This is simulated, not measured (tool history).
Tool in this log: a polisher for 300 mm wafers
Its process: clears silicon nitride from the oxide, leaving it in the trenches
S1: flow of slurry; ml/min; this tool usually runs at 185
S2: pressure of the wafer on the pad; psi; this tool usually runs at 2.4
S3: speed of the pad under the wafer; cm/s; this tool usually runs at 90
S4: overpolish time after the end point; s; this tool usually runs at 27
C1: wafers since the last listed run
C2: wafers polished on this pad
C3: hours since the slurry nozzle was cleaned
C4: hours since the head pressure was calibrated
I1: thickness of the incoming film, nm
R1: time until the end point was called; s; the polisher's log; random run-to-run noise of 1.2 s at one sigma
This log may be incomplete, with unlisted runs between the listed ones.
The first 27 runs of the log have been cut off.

run,hour,S1,S2,S3,S4,C1,C2,C3,C4,I1,R1
28,2089.1,235,2.7,74,19,427,901,440.4,938.4,59.7,93.2
# hour 2102.9: head pressure recalibrated
29,2175.3,230,2.4,112,27,509,1411,526.6,72.4,60.1,66.6
30,2273.6,185,2.4,90,27,595,2006,624.9,170.7,59.9,89.3
31,2357.9,185,2.4,90,27,510,2517,709.2,255.0,59.9,88.9
32,2453.1,160,1.7,68,27,576,3093,804.4,350.2,60.4,175.2
33,2524.4,170,1.6,114,21,431,3525,875.7,421.5,60.6,111.5
# hour 2597.2: slurry nozzle cleaned
34,2601.9,185,2.4,90,27,463,3988,4.7,499.0,58.9,89.8
35,2680.3,185,2.4,90,27,474,4463,83.1,577.4,59.2,96.2
# hour 2718.3: worn pad replaced by a new one
# hour 2842.5: head pressure recalibrated
36,2922.3,240,2.4,90,37,1429,1223,325.1,79.8,59.5,79.5
37,3006.4,140,2.4,90,27,509,1732,409.2,163.9,60.7,87.3

Consider 3 possible next runs. They are alternatives, not a sequence: every one starts from the tool as it was left by run 37. What does each give?
A,3006.9,185,2.4,90,27,3,1735,409.7,164.4,60.2,?
B,3006.9,220,2.4,90,27,3,1735,409.7,164.4,60.2,?
C,3006.9,165,1.9,90,27,3,1735,409.7,164.4,60.2,?

run,R1
A,86.4
B,84.8
C,110.4
Had the tool no hidden state, the same runs would have come out as:
run,R1
A,81.7
B,80.2
C,104.4
